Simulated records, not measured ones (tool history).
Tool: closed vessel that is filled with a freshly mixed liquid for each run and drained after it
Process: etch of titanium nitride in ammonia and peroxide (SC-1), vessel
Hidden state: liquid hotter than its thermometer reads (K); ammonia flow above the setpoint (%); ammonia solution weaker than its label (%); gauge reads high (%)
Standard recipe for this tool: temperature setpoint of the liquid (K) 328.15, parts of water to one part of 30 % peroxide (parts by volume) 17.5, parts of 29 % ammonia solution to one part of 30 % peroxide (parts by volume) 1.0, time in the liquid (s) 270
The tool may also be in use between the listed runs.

run    hour  temperature setpoint of the liquid (K)  parts of water to one part of 30 % peroxide (parts by volume)  parts of 29 % ammonia solution to one part of 30 % peroxide (parts by volume)  time in the liquid (s)  wafers since the last listed run  hours since the thermometer was replaced  hours since the ammonia flow meter was replaced  hours since the drum of ammonia solution was connected  hours since the gauge calibration  read-back film thickness of the titanium nitride reference wafer, read on the same gauge (nm)  thickness taken off the titanium nitride on a monitor wafer (angstrom)
  1     0.0                                  330.65                                                           17.5                                                                            0.7                     270                                 0                                     433.3                                           1279.3                                                   582.0                             1559.2                                                                                         140.00                                                                   304.4
       91.5  -- ammonia flow meter replaced
  2   194.6                                  330.65                                                           17.5                                                                            0.7                     270                             13533                                     627.9                                            103.1                                                   776.6                             1753.8                                                                                         140.01                                                                   305.0
  3   235.8                                  330.65                                                           17.5                                                                            0.7                     270                              2879                                     669.1                                            144.3                                                   817.8                             1795.0                                                                                         140.00                                                                   305.6
  4   315.1                                  328.15                                                           22.5                                                                            1.0                     270                              5543                                     748.4                                            223.6                                                   897.1                             1874.3                                                                                         139.99                                                                   238.6
      318.9  -- thermometer replaced
      352.3  -- new drum of ammonia solution connected
  5   374.0                                  328.15                                                           22.5                                                                            1.0                     270                              3977                                      55.1                                            282.5                                                    21.7                             1933.2                                                                                         139.99                                                                   239.7
  6   436.2                                  328.15                                                           20.0                                                                            1.0                     270                              4347                                     117.3                                            344.7                                                    83.9                             1995.4                                                                                         140.00                                                                   254.7
  7   501.2                                  323.15                                                           13.0                                                                            1.0                     195                              4543                                     182.3                                            409.7                                                   148.9                             2060.4                                                                                         139.99                                                                   164.4
  8   584.5                                  328.15                                                           17.5                                                                            1.0                     270                              5822                                     265.6                                            493.0                                                   232.2                             2143.7                                                                                         140.01                                                                   273.8
  9   674.6                                  320.15                                                           15.0                                                                            1.0                     330                              6298                                     355.7                                            583.1                                                   322.3                             2233.8                                                                                         139.98                                                                   209.1
 10   764.2                                  328.15                                                           17.5                                                                            1.0                     270                              6263                                     445.3                                            672.7                                                   411.9                             2323.4                                                                                         139.99                                                                   273.9
 11   846.2                                  328.15                                                           11.5                                                                            1.0                     270                              5732                                     527.3                                            754.7                                                   493.9                             2405.4                                                                                         139.98                                                                   343.1
      925.7  -- thermometer replaced
 12   948.2                                  328.15                                                           17.5                                                                            1.0                     325                              7060                                      22.5                                            856.7                                                   595.9                             2507.4                                                                                         140.01                                                                   330.3
 13  1001.8                                  328.15                                                           22.0                                                                            1.0                     270                              3746                                      76.1                                            910.3                                                   649.5                             2561.0                                                                                         140.00                                                                   241.7
     1032.8  -- gauge calibrated
 14  1050.1                                  328.15                                                           17.5                                                                            1.0                     165                              3376                                     124.4                                            958.6                                                   697.8                               17.3                                                                                         139.98                                                                   167.5
     1257.5  -- new drum of ammonia solution connected
 15  1316.5                                  328.15                                                           17.5                                                                            1.0                     270                             18552                                     390.8                                           1225.0                                                    59.0                              283.7                                                                                         140.00                                                                   273.3
 16  1355.0                                  328.15                                                           12.0                                                                            1.0                     405                              2691                                     429.3                                           1263.5                                                    97.5                              322.2                                                                                         140.01                                                                   501.9

Expected results for the next run?
 17  1420.0                                  328.15                                                           17.5                                                                            1.2                     385                              4543                                     494.3                                           1328.5                                                   162.5                              387.2                                                                                              ?                                                                       ?

Run 17 produced read-back film thickness of the titanium nitride reference wafer, read on the same gauge (nm) 139.99, thickness taken off the titanium nitride on a monitor wafer (angstrom) 401.7.
Were there no unlogged condition in the tool, this run, its random variation unchanged, would have produced thickness taken off the titanium nitride on a monitor wafer (angstrom) 401.7.

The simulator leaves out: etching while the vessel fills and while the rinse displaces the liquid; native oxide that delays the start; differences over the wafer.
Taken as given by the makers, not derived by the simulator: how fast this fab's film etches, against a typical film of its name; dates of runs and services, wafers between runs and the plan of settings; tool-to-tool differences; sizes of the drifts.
